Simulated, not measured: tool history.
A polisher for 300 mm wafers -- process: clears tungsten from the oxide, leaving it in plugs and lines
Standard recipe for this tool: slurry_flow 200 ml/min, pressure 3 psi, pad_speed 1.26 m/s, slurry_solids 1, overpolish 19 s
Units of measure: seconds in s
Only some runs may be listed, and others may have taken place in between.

run     day  slurry_flow  pressure  pad_speed  slurry_solids  overpolish  incoming thickness of the incoming film, nm  seconds
  1       0          245         3       1.26              1          16                                          314     82.5
  2   0.696          200         3       1.26              1          19                                        310.8     82.8
  3     1.3          200         3       1.26              1          19                                        309.5     74.8
  4   1.683          200         3       1.26              1          19                                        309.7       78
  5   2.133          200         3       1.26              1          19                                          312       78
  6   2.521          200         3       1.26              1          19                                        310.3       75
  7   3.138          200         3       1.26              1          19                                        308.8     75.4
  8   4.946          200         3       1.26              1          19                                        316.2     78.6
  9   5.538          145         3       1.26              1          28                                        313.1     83.8
 10   5.858          200         3       1.26              1          27                                        308.7     77.5
 11   6.079          160         4       1.26              1          24                                        314.4     69.5
 12     6.5          200         3       1.26              1          19                                        311.6     77.9
 13   7.088          260         3       1.26           0.85          19                                        308.5     78.6
 14   7.429          200         3       1.26              1          19                                        309.3     78.4
 15   7.688          180         3       1.26              1          19                                        308.3     81.8
 16   8.242          145         3          1            1.1          24                                        309.4     92.2
 17   8.846          180         3       1.26              1          22                                        306.1     84.3
 18   9.121          200         3       1.26              1          19                                        310.8     82.1
 19   9.396          200       2.5       1.26              1          26                                        310.1     84.3
 20  10.096          200         3       1.62              1          22                                        309.5     71.1
 21  10.488          200         3       1.26              1          14                                        310.9     78.3
 22  10.862          140         3        1.7            0.9          19                                        310.8     78.4
 23  11.362          145       2.1       1.26              1          19                                        307.3     98.8
 24  12.058          200       2.5       1.26           1.15          12                                        307.2     81.6
 25  12.796          200         3       1.26              1          25                                          308     77.7
 26  13.229          200       3.9       1.54              1          19                                        307.6     60.8
 27  13.958          200         3       1.26              1          19                                        310.7     79.5

Not shown: 10 entries that the log had between the listed runs. Between which runs, and how does the tool's hidden state differ before and after?
Run 2 -> run 3: worn pad replaced by a new one, of another model than before (day 0.942); slurry blender recalibrated (day 1.283)
  abrasive missing from the slurry, %: 34.5 -> 1.95
  measured less the result without the state, seconds: +5.7 -> +0.3 s
Run 5 -> run 6: head pressure recalibrated (day 2.454); slurry tank refilled with fresh slurry and peroxide (day 2.479)
  abrasive missing from the slurry, %: 2.35 -> 2.8
  measured less the result without the state, seconds: +0.3 -> +0.4 s
Run 7 -> run 8: slurry nozzle cleaned (day 4.483)
  abrasive missing from the slurry, %: 3.85 -> 9.37
  measured less the result without the state, seconds: +0.6 -> +1.3 s
Run 9 -> run 10: slurry tank refilled with fresh slurry and peroxide (day 5.838)
  abrasive missing from the slurry, %: 12 -> 13.5
  measured less the result without the state, seconds: +1.8 -> +2 s
Run 15 -> run 16: worn pad replaced by a new one (day 7.921)
  abrasive missing from the slurry, %: 24.6 -> 28.7
  measured less the result without the state, seconds: +3.9 -> +5.2 s
Run 18 -> run 19: slurry blender recalibrated (day 9.258)
  abrasive missing from the slurry, %: 35.9 -> 2.85
  measured less the result without the state, seconds: +5.9 -> +0.5 s
Run 19 -> run 20: slurry tank refilled with fresh slurry and peroxide (day 9.796)
  abrasive missing from the slurry, %: 2.85 -> 3.22
  measured less the result without the state, seconds: +0.5 -> +0.4 s
Run 26 -> run 27: slurry tank refilled with fresh slurry and peroxide (day 13.454)
  abrasive missing from the slurry, %: 11.6 -> 15.1
  measured less the result without the state, seconds: +1.3 -> +2.2 s
